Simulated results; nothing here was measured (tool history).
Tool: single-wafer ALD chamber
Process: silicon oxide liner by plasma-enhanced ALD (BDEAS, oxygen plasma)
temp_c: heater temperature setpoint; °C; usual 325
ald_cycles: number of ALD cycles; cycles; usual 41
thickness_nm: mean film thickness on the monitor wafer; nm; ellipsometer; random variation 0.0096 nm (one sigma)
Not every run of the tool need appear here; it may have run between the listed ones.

run	hour	temp_c	ald_cycles	wafers since the last listed run	hours since the last thermocouple change	hours since the gauge calibration	read-back reference wafer on the same gauge, thickness_nm	thickness_nm
1	0.0	325	41	0	635.5	974.0	4.139	3.915
2	67.0	325	41	466	702.5	1041.0	4.137	3.897
3	106.7	325	41	276	742.2	1080.7	4.139	3.896
4	138.3	325	41	220	773.8	1112.3	4.142	3.907
# hour 168.2: gauge calibrated
5	199.8	325	47	428	835.3	31.6	4.141	4.472
6	228.8	325	47	202	864.3	60.6	4.137	4.460
7	285.9	325	47	397	921.4	117.7	4.137	4.496
8	321.4	325	41	247	956.9	153.2	4.140	3.909
9	373.3	325	41	361	1008.8	205.1	4.139	3.894
10	405.9	325	41	227	1041.4	237.7	4.139	3.901
11	450.0	325	41	307	1085.5	281.8	4.138	3.897
12	515.1	325	41	453	1150.6	346.9	4.139	3.920
13	555.9	321	41	284	1191.4	387.7	4.140	3.928
14	587.9	321	41	223	1223.4	419.7	4.141	3.937
15	620.9	325	41	230	1256.4	452.7	4.141	3.893
16	664.8	325	41	305	1300.3	496.6	4.139	3.925
17	715.2	325	41	351	1350.7	547.0	4.143	3.899
18	765.9	325	41	353	1401.4	597.7	4.140	3.897
19	803.7	336	35	263	1439.2	635.5	4.141	3.280
20	840.7	336	35	257	1476.2	672.5	4.141	3.262
21	955.3	336	35	798	1590.8	787.1	4.141	3.271
# hour 1022.3: thermocouple changed; heater temperature recalibrated
22	1023.1	318	33	416	0.8	854.9	4.139	3.188
23	1082.1	312	49	411	59.8	913.9	4.138	4.754
24	1121.7	337	46	276	99.4	953.5	4.141	4.301
25	1152.9	325	41	217	130.6	984.7	4.141	3.915
26	1179.8	337	41	187	157.5	1011.6	4.137	3.828
27	1243.0	312	44	440	220.7	1074.8	4.140	4.282
28	1278.2	325	41	245	255.9	1110.0	4.140	3.904
29	1338.8	335	34	422	316.5	1170.6	4.139	3.175
# hour 1369.8: gauge calibrated
30	1393.8	338	37	383	371.5	24.0	4.143	3.445
31	1427.8	325	41	236	405.5	58.0	4.139	3.889
32	1466.6	325	46	270	444.3	96.8	4.142	4.374
33	1523.7	336	33	397	501.4	153.9	4.138	3.097
34	1563.4	317	46	276	541.1	193.6	4.138	4.433
35	1601.1	321	45	262	578.8	231.3	4.137	4.299
36	1648.9	325	35	333	626.6	279.1	4.139	3.338
37	1696.3	317	47	330	674.0	326.5	4.141	4.540
38	1768.3	310	41	501	746.0	398.5	4.143	4.016
39	1837.5	325	41	482	815.2	467.7	4.139	3.913
40	1871.7	313	47	238	849.4	501.9	4.138	4.563
41	1921.7	340	45	348	899.4	551.9	4.138	4.175
42	2117.1	334	45	1361	1094.8	747.3	4.141	4.216

List, for all runs, the conditions of the tool that the log does not record:
wafer temperature above the value expected at the setpoint (K): 0 across all the runs
gauge reads high (%): 0 across all the runs
